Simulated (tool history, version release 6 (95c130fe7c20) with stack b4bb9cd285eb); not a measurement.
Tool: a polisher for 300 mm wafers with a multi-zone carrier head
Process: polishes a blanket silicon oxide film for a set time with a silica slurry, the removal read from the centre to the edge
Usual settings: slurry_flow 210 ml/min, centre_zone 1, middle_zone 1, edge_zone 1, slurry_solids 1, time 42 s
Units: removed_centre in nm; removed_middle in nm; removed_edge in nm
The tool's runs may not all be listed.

run,hour,slurry_flow,centre_zone,middle_zone,edge_zone,slurry_solids,time,"incoming thickness of the incoming film, nm",removed_centre,removed_middle,removed_edge
1,0,210,1,1,1,1,42,1567.7,156.1,155.7,154.2
2,24.5,210,1,1,1,1,42,1592.2,153.4,156.1,153.3
# hour 57.2: worn pad replaced by a new one
3,71.4,210,1,1,1,1,42,1600.2,144.3,146.8,146.8
4,91.7,210,1,1,1,1,42,1571.6,144.5,144.2,147.7
5,126.6,210,1,1,1.04,1,42,1583.3,141.9,144.5,143.2
# hour 151.7: slurry nozzle cleaned
# hour 159.6: worn pad replaced by a new one, repeated, since the last time left the tool worse
6,160.1,210,1,1,1.04,1,42,1576,160.9,158.7,163.2
# hour 179.9: carrier head's membrane replaced by a new one
7,193,210,1,1,1.04,1,42,1580.2,160.1,157.7,165.8
8,218.7,210,1,0.92,1,1,42,1561,160.3,153.8,156.6
9,239.2,210,1,1,1,1,42,1560.6,156.7,158.4,154.7
# hour 268.6: centre zone pressure recalibrated
10,273.7,210,1,1,1,1,42,1555.1,151.9,155.9,148.9
# hour 283.7: worn pad replaced by a new one
11,305.7,210,1,1,1,1.25,32,1566.1,137,136.6,137.9
12,366.7,275,1,1.04,1,0.8,36,1587.1,124.6,128.6,125
# hour 374.8: slurry nozzle cleaned
13,391.9,210,1,1,1,1,29,1559.1,106.3,108.1,108.1
# hour 398.4: edge zone pressure recalibrated
14,411,210,1,1,1,1.2,42,1606.1,163.9,165.9,166.7
# hour 418.9: worn pad replaced by a new one
15,439.8,210,1,0.95,1,1,31,1559.2,119.2,114,117.6
16,471.2,210,1.07,1,1,1,42,1598.4,170.5,157.5,161
17,498.9,210,1,1,1,1,42,1575.6,156.7,157.8,155
18,528.8,210,1,1,1,1,42,1567.4,153.1,157.2,152.7

Forecast run 19:
# hour 535.1: worn pad replaced by a new one
19,546.5,210,1,1,0.95,1,28,1561.7,?,?,?

Run 19 gave removed_centre 106.3 nm, removed_middle 105.4 nm, removed_edge 105.4 nm.
Without the tool's hidden state the same run would have given removed_centre 106.7 nm, removed_middle 105.9 nm, removed_edge 105.9 nm.

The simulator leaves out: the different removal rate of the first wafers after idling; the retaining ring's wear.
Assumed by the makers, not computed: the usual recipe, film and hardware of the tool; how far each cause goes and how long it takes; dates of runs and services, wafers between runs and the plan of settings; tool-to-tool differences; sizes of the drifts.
